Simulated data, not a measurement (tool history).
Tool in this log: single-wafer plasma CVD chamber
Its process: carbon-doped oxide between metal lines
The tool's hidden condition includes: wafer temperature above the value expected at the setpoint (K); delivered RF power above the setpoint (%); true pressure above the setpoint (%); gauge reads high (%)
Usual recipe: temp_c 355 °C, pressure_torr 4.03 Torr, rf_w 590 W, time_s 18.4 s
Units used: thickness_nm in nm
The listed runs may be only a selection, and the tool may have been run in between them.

run   hour  temp_c  pressure_torr  rf_w  time_s  wafers since the last listed run  hours since the last thermocouple change  hours since the last RF generator calibration  hours since the last manometer calibration  hours since the showerhead was replaced  hours since the gauge calibration  read-back reference wafer on the same gauge, thickness_nm  thickness_nm
  1    0.0     355           4.03   590    18.4                                 0                                    1895.5                                         1918.6                                      2320.5                                   3026.4                             1124.8                                                     82.008       100.755
  2   22.3     355           4.03   590    18.4                               699                                    1917.8                                         1940.9                                      2342.8                                   3048.7                             1147.1                                                     82.038       100.451
  3   58.1     355           4.03   590    18.4                              1122                                    1953.6                                         1976.7                                      2378.6                                   3084.5                             1182.9                                                     82.027       100.386
      72.4  -- gauge calibrated
      75.6  -- showerhead replaced
  4   76.1     355           4.03   590    18.4                               313                                    1971.6                                         1994.7                                      2396.6                                      0.5                                3.7                                                     82.136       100.456
      84.9  -- RF generator calibrated
  5   89.9     355           4.53   590    18.4                               181                                    1985.4                                            5.0                                      2410.4                                     14.3                               17.5                                                     81.969       103.399
  6  116.5     355           4.53   590    18.4                               834                                    2012.0                                           31.6                                      2437.0                                     40.9                               44.1                                                     82.074       103.631
  7  138.5     355           4.03   590    18.4                               689                                    2034.0                                           53.6                                      2459.0                                     62.9                               66.1                                                     82.001       100.567
  8  159.7     355           4.03   590    18.4                               664                                    2055.2                                           74.8                                      2480.2                                     84.1                               87.3                                                     82.090       100.655
  9  178.1     358           4.03   590    18.4                               577                                    2073.6                                           93.2                                      2498.6                                    102.5                              105.7                                                     81.997        99.444
 10  192.1     358           4.03   590    18.4                               439                                    2087.6                                          107.2                                      2512.6                                    116.5                              119.7                                                     81.963        99.506
 11  205.8     355           4.03   590    18.4                               429                                    2101.3                                          120.9                                      2526.3                                    130.2                              133.4                                                     82.035       101.082
 12  236.5     355           4.03   525    15.2                               962                                    2132.0                                          151.6                                      2557.0                                    160.9                              164.1                                                     82.029        75.318
 13  251.1     355           4.03   685    15.2                               457                                    2146.6                                          166.2                                      2571.6                                    175.5                              178.7                                                     81.995        94.067
     262.3  -- capacitance manometer re-zeroed and calibrated
 14  286.9     355           4.86   590    18.4                               871                                    2182.4                                          202.0                                        24.6                                    211.3                              214.5                                                     81.966       104.936
 15  319.8     351           3.50   590    20.0                              1031                                    2215.3                                          234.9                                        57.5                                    244.2                              247.4                                                     81.951       107.362
 16  341.4     355           4.03   590    22.1                               677                                    2236.9                                          256.5                                        79.1                                    265.8                              269.0                                                     81.998       120.446
     363.9  -- thermocouple changed; heater temperature recalibrated
 17  370.0     344           4.88   485    19.9                               646                                       6.1                                          285.1                                       107.7                                    294.4                              297.6                                                     81.935        98.821
 18  395.0     355           4.03   590    17.4                               784                                      31.1                                          310.1                                       132.7                                    319.4                              322.6                                                     82.034        95.253
 19  458.9     359           4.53   475    20.9                              2004                                      95.0                                          374.0                                       196.6                                    383.3                              386.5                                                     82.043        94.857
 20  493.6     355           4.03   590    18.4                              1088                                     129.7                                          408.7                                       231.3                                    418.0                              421.2                                                     82.091       100.277
 21  537.8     367           3.62   555    18.4                              1386                                     173.9                                          452.9                                       275.5                                    462.2                              465.4                                                     81.929        90.326
 22  550.2     355           4.03   590    18.4                               388                                     186.3                                          465.3                                       287.9                                    474.6                              477.8                                                     81.935       100.793
 23  563.8     355           3.27   590    18.4                               426                                     199.9                                          478.9                                       301.5                                    488.2                              491.4                                                     82.025        96.581
 24  576.8     350           4.88   625    20.0                               407                                     212.9                                          491.9                                       314.5                                    501.2                              504.4                                                     81.965       121.878
 25  597.0     355           4.76   590    21.6                               633                                     233.1                                          512.1                                       334.7                                    521.4                              524.6                                                     81.964       122.313
 26  609.3     355           4.03   590    18.4                               385                                     245.4                                          524.4                                       347.0                                    533.7                              536.9                                                     82.030       100.550
 27  640.6     359           3.49   640    18.4                               981                                     276.7                                          555.7                                       378.3                                    565.0                              568.2                                                     82.020       103.045
 28  666.4     355           4.03   590    18.4                               809                                     302.5                                          581.5                                       404.1                                    590.8                              594.0                                                     81.961       100.321

Hidden state at the last listed run before each entry between runs and at the first one after, where it differs:
After run 3, before run 4: gauge calibrated (hour 72.4); showerhead replaced (hour 75.6)
  no hidden state differs between the two runs
After run 4, before run 5: RF generator calibrated (hour 84.9)
  no hidden state differs between the two runs
After run 13, before run 14: capacitance manometer re-zeroed and calibrated (hour 262.3)
  no hidden state differs between the two runs
After run 16, before run 17: thermocouple changed; heater temperature recalibrated (hour 363.9)
  no hidden state differs between the two runs
